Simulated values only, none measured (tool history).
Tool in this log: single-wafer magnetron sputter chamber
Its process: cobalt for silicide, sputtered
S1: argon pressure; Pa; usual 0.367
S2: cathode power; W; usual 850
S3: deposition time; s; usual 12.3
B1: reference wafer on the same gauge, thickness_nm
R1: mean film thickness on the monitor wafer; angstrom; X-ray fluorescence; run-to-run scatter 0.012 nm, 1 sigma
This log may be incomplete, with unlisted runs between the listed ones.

run,day,S1,S2,S3,B1,R1
1,0.000,0.367,850,12.3,5.828,57.96
# day 1.100: sputter target and shields replaced
2,1.971,0.367,850,12.3,5.827,57.56
3,3.708,0.367,850,12.3,5.831,57.78
4,5.833,0.367,850,12.3,5.830,57.72
5,8.650,0.367,850,12.3,5.831,57.78
6,11.500,0.367,850,12.3,5.828,57.59
# day 16.654: sputter target and shields replaced
7,17.296,0.367,850,12.3,5.827,57.63
8,19.875,0.367,850,12.3,5.832,57.68
9,21.846,0.367,850,12.3,5.831,57.48
10,22.892,0.367,850,12.3,5.829,57.63
11,25.612,0.367,850,12.3,5.828,57.58
12,28.042,0.367,850,12.3,5.831,57.50
13,29.425,0.367,850,12.3,5.827,57.30
14,31.558,0.367,850,12.3,5.830,57.30
# day 33.175: sputter target and shields replaced
15,34.550,0.484,850,13.3,5.832,59.59
16,37.392,0.367,850,12.3,5.829,57.49
17,39.267,0.459,850,12.3,5.832,55.79
# day 41.204: magnet pack replaced
18,45.575,0.367,850,12.3,5.828,57.35
# day 46.033: gauge calibrated
19,48.062,0.367,850,13.7,5.829,63.84
20,50.771,0.452,800,14.3,5.831,60.69
# day 51.767: sputter target and shields replaced
21,52.354,0.367,850,13.8,5.831,64.11
22,54.875,0.367,700,12.3,5.828,47.25
23,56.629,0.252,850,12.3,5.829,59.58
# day 63.158: capacitance manometer re-zeroed and calibrated
24,65.612,0.367,850,12.3,5.830,57.90
25,68.046,0.280,950,14.0,5.831,75.35
# day 69.075: sputter target and shields replaced
26,69.638,0.237,800,13.9,5.832,64.09
27,70.867,0.367,850,12.3,5.832,57.66
28,72.846,0.367,800,12.3,5.830,54.00
29,75.112,0.367,850,12.3,5.831,57.56
30,77.888,0.367,1050,12.3,5.828,71.04
31,79.971,0.271,850,12.3,5.830,59.02
32,82.588,0.367,850,12.3,5.829,57.33
33,85.575,0.367,1000,12.3,5.831,67.59

Below are 3 alternative next runs, each starting from the tool's condition after run 33. Predict each:
A,85.592,0.367,850,12.3,?,?
B,85.592,0.367,750,12.3,?,?
C,85.592,0.446,850,14.2,?,?

run,B1,R1
A,5.831,57.39
B,5.831,50.64
C,5.831,64.56
With the hidden condition removed and each run's random variation left untouched, the same runs would have given:
run,R1
A,57.65
B,50.86
C,64.91
